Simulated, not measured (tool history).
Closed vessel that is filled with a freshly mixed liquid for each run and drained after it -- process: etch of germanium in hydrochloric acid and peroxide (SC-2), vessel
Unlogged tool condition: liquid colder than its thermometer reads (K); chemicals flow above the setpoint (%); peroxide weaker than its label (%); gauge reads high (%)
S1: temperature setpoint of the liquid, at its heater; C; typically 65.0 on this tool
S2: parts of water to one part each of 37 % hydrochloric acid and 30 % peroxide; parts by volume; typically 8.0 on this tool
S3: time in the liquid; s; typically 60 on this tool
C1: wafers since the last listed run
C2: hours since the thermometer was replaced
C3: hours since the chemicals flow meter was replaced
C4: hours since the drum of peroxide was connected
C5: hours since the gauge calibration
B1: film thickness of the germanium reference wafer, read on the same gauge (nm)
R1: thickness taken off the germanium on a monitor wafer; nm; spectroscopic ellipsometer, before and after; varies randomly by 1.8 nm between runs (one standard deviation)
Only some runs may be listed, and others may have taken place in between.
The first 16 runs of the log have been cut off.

run 17 day=49.012 | S1=65.0 S2=6.5 S3=60 | C1=3989 C2=43.9 C3=2074.4 C4=66.8 C5=831.4 | B1=89.97 | R1=177.35
-- day=49.096 chemicals flow meter replaced
run 18 day=51.658 | S1=61.5 S2=6.5 S3=80 | C1=6614 C2=107.4 C3=61.5 C4=130.3 C5=894.9 | B1=89.98 | R1=214.84
run 19 day=54.283 | S1=65.0 S2=8.0 S3=60 | C1=6667 C2=170.4 C3=124.5 C4=193.3 C5=957.9 | B1=90.01 | R1=176.85
run 20 day=57.392 | S1=65.0 S2=8.0 S3=60 | C1=7894 C2=245.0 C3=199.1 C4=267.9 C5=1032.5 | B1=90.01 | R1=175.18
run 21 day=60.108 | S1=65.0 S2=8.0 S3=60 | C1=6900 C2=310.2 C3=264.3 C4=333.1 C5=1097.7 | B1=90.01 | R1=176.16
run 22 day=63.129 | S1=57.0 S2=6.0 S3=85 | C1=7672 C2=382.7 C3=336.8 C4=405.6 C5=1170.2 | B1=90.01 | R1=199.93
run 23 day=66.908 | S1=65.0 S2=8.0 S3=45 | C1=9598 C2=473.4 C3=427.5 C4=496.3 C5=1260.9 | B1=89.99 | R1=131.24
run 24 day=69.712 | S1=67.5 S2=6.5 S3=90 | C1=7122 C2=540.7 C3=494.8 C4=563.6 C5=1328.2 | B1=89.99 | R1=288.58
run 25 day=71.892 | S1=65.0 S2=8.0 S3=90 | C1=5534 C2=593.0 C3=547.1 C4=615.9 C5=1380.5 | B1=90.01 | R1=263.11
-- day=74.762 new drum of peroxide connected
run 26 day=75.388 | S1=68.5 S2=6.0 S3=70 | C1=8773 C2=676.9 C3=631.0 C4=15.0 C5=1464.4 | B1=90.00 | R1=227.21
run 27 day=78.692 | S1=65.0 S2=8.0 S3=60 | C1=8392 C2=756.2 C3=710.3 C4=94.3 C5=1543.7 | B1=90.02 | R1=173.03
run 28 day=81.225 | S1=68.5 S2=11.0 S3=35 | C1=6434 C2=817.0 C3=771.1 C4=155.1 C5=1604.5 | B1=89.99 | R1=106.46
run 29 day=85.708 | S1=65.0 S2=8.0 S3=60 | C1=11387 C2=924.6 C3=878.7 C4=262.7 C5=1712.1 | B1=90.03 | R1=176.84
run 30 day=87.738 | S1=60.5 S2=8.0 S3=80 | C1=5153 C2=973.3 C3=927.4 C4=311.4 C5=1760.8 | B1=89.99 | R1=196.32

Consider 4 possible next runs. They are alternatives, not a sequence: every one starts from the tool as it was left by run 30. What does each give?
run A day=87.767 | S1=65.0 S2=8.0 S3=60 | C1=74 C2=974.0 C3=928.1 C4=312.1 C5=1761.5 | B1=? | R1=?
run B day=87.767 | S1=57.5 S2=9.5 S3=45 | C1=74 C2=974.0 C3=928.1 C4=312.1 C5=1761.5 | B1=? | R1=?
run C day=87.767 | S1=57.0 S2=5.0 S3=70 | C1=74 C2=974.0 C3=928.1 C4=312.1 C5=1761.5 | B1=? | R1=?
run D day=87.767 | S1=60.0 S2=4.5 S3=85 | C1=74 C2=974.0 C3=928.1 C4=312.1 C5=1761.5 | B1=? | R1=?

run=A B1=89.99 R1=169.59
run=B B1=89.99 R1=100.33
run=C B1=89.99 R1=159.75
run=D B1=89.99 R1=213.29
Stripped of hidden state, with their random variation kept, the same runs would have yielded:
run=A R1=175.26
run=B R1=103.83
run=C R1=165.47
run=D R1=220.80
